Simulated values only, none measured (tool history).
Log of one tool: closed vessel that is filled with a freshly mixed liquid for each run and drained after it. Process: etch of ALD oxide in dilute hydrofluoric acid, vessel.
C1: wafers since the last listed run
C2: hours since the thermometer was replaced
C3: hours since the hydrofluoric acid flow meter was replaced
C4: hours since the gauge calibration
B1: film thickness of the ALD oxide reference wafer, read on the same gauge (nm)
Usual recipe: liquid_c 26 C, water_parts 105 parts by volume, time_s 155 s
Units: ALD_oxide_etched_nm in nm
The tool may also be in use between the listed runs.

Run 1, hour 0: usual settings; C1 0; C2 2170.7; C3 25.9; C4 987.5; B1 150. Result: ALD_oxide_etched_nm 36.05 nm.
Run 2, hour 66.4: usual settings; C1 7466; C2 2237.1; C3 92.3; C4 1053.9; B1 150. Result: ALD_oxide_etched_nm 36.02 nm.
Run 3, hour 97.2: usual settings; C1 3463; C2 2267.9; C3 123.1; C4 1084.7; B1 149.99. Result: ALD_oxide_etched_nm 36.18 nm.
Run 4, hour 161.5: usual settings; C1 7230; C2 2332.2; C3 187.4; C4 1149; B1 149.99. Result: ALD_oxide_etched_nm 36.19 nm.
Run 5, hour 193.1: usual settings; C1 3553; C2 2363.8; C3 219; C4 1180.6; B1 149.99. Result: ALD_oxide_etched_nm 36.16 nm.
Run 6, hour 235.6: usual settings; C1 4779; C2 2406.3; C3 261.5; C4 1223.1; B1 150. Result: ALD_oxide_etched_nm 36.14 nm.
Run 7, hour 306: usual settings; C1 7916; C2 2476.7; C3 331.9; C4 1293.5; B1 149.98. Result: ALD_oxide_etched_nm 36.16 nm.
Run 8, hour 349.7: usual settings but time_s 175 s; C1 4913; C2 2520.4; C3 375.6; C4 1337.2; B1 149.98. Result: ALD_oxide_etched_nm 41.02 nm.
Run 9, hour 397.5: usual settings; C1 5375; C2 2568.2; C3 423.4; C4 1385; B1 149.98. Result: ALD_oxide_etched_nm 35.8 nm.
Run 10, hour 464.9: usual settings; C1 7578; C2 2635.6; C3 490.8; C4 1452.4; B1 149.97. Result: ALD_oxide_etched_nm 36.09 nm.
Run 11, hour 489.7: usual settings; C1 2788; C2 2660.4; C3 515.6; C4 1477.2; B1 149.99. Result: ALD_oxide_etched_nm 35.95 nm.
Run 12, hour 525.8: usual settings; C1 4059; C2 2696.5; C3 551.7; C4 1513.3; B1 149.99. Result: ALD_oxide_etched_nm 36.13 nm.
At hour 578.1: hydrofluoric acid flow meter replaced.
Run 13, hour 582.8: usual settings but time_s 120 s; C1 6297; C2 2753.5; C3 4.7; C4 1570.3; B1 150.01. Result: ALD_oxide_etched_nm 27.85 nm.
At hour 584.9: gauge calibrated.
Run 14, hour 744.3: usual settings but time_s 120 s; C1 18160; C2 2915; C3 166.2; C4 159.4; B1 150.01. Result: ALD_oxide_etched_nm 27.55 nm.
Run 15, hour 777.6: usual settings but time_s 120 s; C1 3744; C2 2948.3; C3 199.5; C4 192.7; B1 150.02. Result: ALD_oxide_etched_nm 27.8 nm.
Run 16, hour 841.4: usual settings; C1 7174; C2 3012.1; C3 263.3; C4 256.5; B1 150. Result: ALD_oxide_etched_nm 36.21 nm.
Run 17, hour 867: usual settings but liquid_c 29.5 C, water_parts 125 parts by volume, time_s 90 s; C1 2878; C2 3037.7; C3 288.9; C4 282.1; B1 150. Result: ALD_oxide_etched_nm 19.48 nm.
Run 18, hour 898.2: usual settings; C1 3508; C2 3068.9; C3 320.1; C4 313.3; B1 150. Result: ALD_oxide_etched_nm 36.21 nm.
At hour 924.9: thermometer replaced.
Run 19, hour 938: usual settings but water_parts 145 parts by volume, time_s 240 s; C1 4362; C2 13.1; C3 359.9; C4 353.1; B1 150.03. Result: ALD_oxide_etched_nm 38.24 nm.
Run 20, hour 974: usual settings but liquid_c 28.5 C, water_parts 130 parts by volume, time_s 130 s; C1 4048; C2 49.1; C3 395.9; C4 389.1; B1 150. Result: ALD_oxide_etched_nm 25.95 nm.
Run 21, hour 1025.6: usual settings but liquid_c 27.5 C, water_parts 125 parts by volume, time_s 130 s; C1 5802; C2 100.7; C3 447.5; C4 440.7; B1 150. Result: ALD_oxide_etched_nm 26.47 nm.
Run 22, hour 1053.5: usual settings but liquid_c 29 C, water_parts 150 parts by volume, time_s 90 s; C1 3137; C2 128.6; C3 475.4; C4 468.6; B1 150.01. Result: ALD_oxide_etched_nm 15.6 nm.
Run 23, hour 1094: usual settings but water_parts 150 parts by volume; C1 4554; C2 169.1; C3 515.9; C4 509.1; B1 149.99. Result: ALD_oxide_etched_nm 23.71 nm.
Run 24, hour 1143.1: usual settings but water_parts 70 parts by volume; C1 5521; C2 218.2; C3 565; C4 558.2; B1 150. Result: ALD_oxide_etched_nm 56.87 nm.
Run 25, hour 1171.1: usual settings but liquid_c 24.5 C, water_parts 130 parts by volume, time_s 90 s; C1 3148; C2 246.2; C3 593; C4 586.2; B1 149.99. Result: ALD_oxide_etched_nm 15.45 nm.
Run 26, hour 1225.5: usual settings but liquid_c 21.5 C, time_s 85 s; C1 6117; C2 300.6; C3 647.4; C4 640.6; B1 150.01. Result: ALD_oxide_etched_nm 16.53 nm.
At hour 1227.7: hydrofluoric acid flow meter replaced.
Run 27, hour 1266.9: usual settings but liquid_c 22.5 C, water_parts 60 parts by volume, time_s 100 s; C1 4542; C2 342; C3 39.2; C4 682; B1 150.02. Result: ALD_oxide_etched_nm 37.4 nm.
Run 28, hour 1321.9: usual settings but liquid_c 30 C, water_parts 70 parts by volume, time_s 190 s; C1 6184; C2 397; C3 94.2; C4 737; B1 150.03. Result: ALD_oxide_etched_nm 80.86 nm.
Run 29, hour 1392.4: usual settings but water_parts 150 parts by volume, time_s 220 s; C1 7927; C2 467.5; C3 164.7; C4 807.5; B1 150. Result: ALD_oxide_etched_nm 33.8 nm.
Run 30, hour 1420.8: usual settings; C1 3193; C2 495.9; C3 193.1; C4 835.9; B1 149.99. Result: ALD_oxide_etched_nm 36.11 nm.
Run 31, hour 1445.5: usual settings but liquid_c 23 C; C1 2777; C2 520.6; C3 217.8; C4 860.6; B1 150.03. Result: ALD_oxide_etched_nm 32.28 nm.
Run 32, hour 1513.2: usual settings; C1 7612; C2 588.3; C3 285.5; C4 928.3; B1 150.03. Result: ALD_oxide_etched_nm 36.04 nm.
Run 33, hour 1539.5: usual settings but liquid_c 24.5 C, time_s 65 s; C1 2957; C2 614.6; C3 311.8; C4 954.6; B1 149.98. Result: ALD_oxide_etched_nm 14.24 nm.

4 options for the next run, each taken on its own from the tool as it stands now. Forecast them:
Run A, hour 1540.2: usual settings but time_s 75 s; C1 78; C2 615.3; C3 312.5; C4 955.3; B1 ?. Result: ALD_oxide_etched_nm ?.
Run B, hour 1540.2: usual settings but liquid_c 23.5 C; C1 78; C2 615.3; C3 312.5; C4 955.3; B1 ?. Result: ALD_oxide_etched_nm ?.
Run C, hour 1540.2: usual settings but liquid_c 30 C; C1 78; C2 615.3; C3 312.5; C4 955.3; B1 ?. Result: ALD_oxide_etched_nm ?.
Run D, hour 1540.2: usual settings but water_parts 90 parts by volume; C1 78; C2 615.3; C3 312.5; C4 955.3; B1 ?. Result: ALD_oxide_etched_nm ?.

run      B1  ALD_oxide_etched_nm
  A  149.99                17.55
  B  149.99                32.89
  C  149.99                42.24
  D  149.99                43.15
Without the tool's hidden state the same runs would have given:
run  ALD_oxide_etched_nm
  A                17.55
  B                32.89
  C                42.24
  D                43.15

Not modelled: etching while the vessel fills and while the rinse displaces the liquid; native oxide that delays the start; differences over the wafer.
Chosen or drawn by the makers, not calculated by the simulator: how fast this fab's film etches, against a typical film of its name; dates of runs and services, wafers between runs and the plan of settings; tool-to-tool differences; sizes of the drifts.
